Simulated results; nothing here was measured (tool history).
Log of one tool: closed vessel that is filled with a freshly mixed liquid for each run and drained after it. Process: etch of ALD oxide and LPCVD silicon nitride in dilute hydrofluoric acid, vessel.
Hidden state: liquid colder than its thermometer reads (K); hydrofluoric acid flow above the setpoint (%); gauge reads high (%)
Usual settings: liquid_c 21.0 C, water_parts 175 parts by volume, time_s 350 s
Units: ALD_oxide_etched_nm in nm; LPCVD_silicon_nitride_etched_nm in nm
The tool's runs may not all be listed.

run,hour,liquid_c,water_parts,time_s,wafers since the last listed run,hours since the thermometer was replaced,hours since the hydrofluoric acid flow meter was replaced,hours since the gauge calibration,"read-back film thickness of the ALD oxide reference wafer, read on the same gauge (nm)","read-back film thickness of the LPCVD silicon nitride reference wafer, read on the same gauge (nm)",ALD_oxide_etched_nm,LPCVD_silicon_nitride_etched_nm
1,0.0,22.0,175,350,0,464.6,1057.5,135.0,120.00,109.952,29.54,0.762
2,17.4,19.5,175,350,1482,482.0,1074.9,152.4,120.01,109.968,26.85,0.653
3,26.4,19.5,175,350,766,491.0,1083.9,161.4,119.99,109.990,26.97,0.625
4,35.6,19.5,175,350,783,500.2,1093.1,170.6,120.00,109.987,26.78,0.625
5,50.9,21.0,210,350,1303,515.5,1108.4,185.9,119.98,110.021,22.84,0.582
6,57.0,21.0,175,350,519,521.6,1114.5,192.0,120.02,110.017,28.74,0.736
# hour 59.8: gauge calibrated
7,67.5,21.0,175,350,894,532.1,1125.0,7.7,119.99,110.024,28.56,0.691
8,77.0,21.0,175,350,809,541.6,1134.5,17.2,119.98,110.008,28.58,0.710
9,87.7,21.0,175,350,911,552.3,1145.2,27.9,119.95,110.014,28.44,0.695
10,98.0,18.5,175,350,877,562.6,1155.5,38.2,119.98,109.973,25.68,0.583
11,105.5,19.5,220,420,638,570.1,1163.0,45.7,120.01,109.969,24.36,0.619
12,117.1,21.0,225,195,988,581.7,1174.6,57.3,120.00,109.993,11.79,0.298
13,130.3,18.0,115,350,1124,594.9,1187.8,70.5,120.00,109.997,40.52,0.865
14,143.6,25.5,250,150,1133,608.2,1201.1,83.8,119.95,110.001,9.41,0.283
15,152.9,17.0,105,350,792,617.5,1210.4,93.1,120.02,110.013,42.76,0.863
# hour 158.6: hydrofluoric acid flow meter replaced
16,168.6,21.0,175,350,1252,633.2,10.0,108.8,120.00,110.015,26.46,0.653
# hour 172.8: thermometer replaced
17,199.8,21.0,175,350,2572,27.0,41.2,140.0,120.01,110.002,28.38,0.699
18,211.9,21.0,235,350,1030,39.1,53.3,152.1,119.99,109.987,20.04,0.548
19,219.7,24.5,175,350,664,46.9,61.1,159.9,120.01,109.995,32.50,0.942
20,231.7,26.0,175,350,1022,58.9,73.1,171.9,119.98,109.991,34.45,0.999
21,242.8,21.0,175,445,945,70.0,84.2,183.0,120.02,109.978,35.93,0.948
22,251.0,18.5,220,175,698,78.2,92.4,191.2,119.99,110.046,9.78,0.243
23,258.3,21.0,255,350,621,85.5,99.7,198.5,120.01,110.017,17.92,0.504
24,272.8,23.5,235,350,1235,100.0,114.2,213.0,119.93,109.967,21.90,0.642
# hour 280.2: gauge calibrated
25,284.6,21.0,175,550,1005,111.8,126.0,4.4,120.02,110.000,44.38,1.154

5 ways to go on from here, each from the tool as it stands after run 25. What would each give?
A,285.3,17.5,175,350,59,112.5,126.7,5.1,?,?,?,?
B,285.3,21.0,175,505,59,112.5,126.7,5.1,?,?,?,?
C,285.3,17.5,120,350,59,112.5,126.7,5.1,?,?,?,?
D,285.3,21.0,230,350,59,112.5,126.7,5.1,?,?,?,?
E,285.3,21.0,175,525,59,112.5,126.7,5.1,?,?,?,?

run,"read-back film thickness of the ALD oxide reference wafer, read on the same gauge (nm)","read-back film thickness of the LPCVD silicon nitride reference wafer, read on the same gauge (nm)",ALD_oxide_etched_nm,LPCVD_silicon_nitride_etched_nm
A,119.96,109.990,24.79,0.589
B,119.96,109.990,41.11,1.074
C,119.96,109.990,38.11,0.847
D,119.96,109.990,20.54,0.571
E,119.96,109.990,42.74,1.117
Without the tool's hidden state the same runs would have given:
run,ALD_oxide_etched_nm,LPCVD_silicon_nitride_etched_nm
A,25.29,0.614
B,41.91,1.118
C,38.94,0.884
D,20.91,0.594
E,43.56,1.163

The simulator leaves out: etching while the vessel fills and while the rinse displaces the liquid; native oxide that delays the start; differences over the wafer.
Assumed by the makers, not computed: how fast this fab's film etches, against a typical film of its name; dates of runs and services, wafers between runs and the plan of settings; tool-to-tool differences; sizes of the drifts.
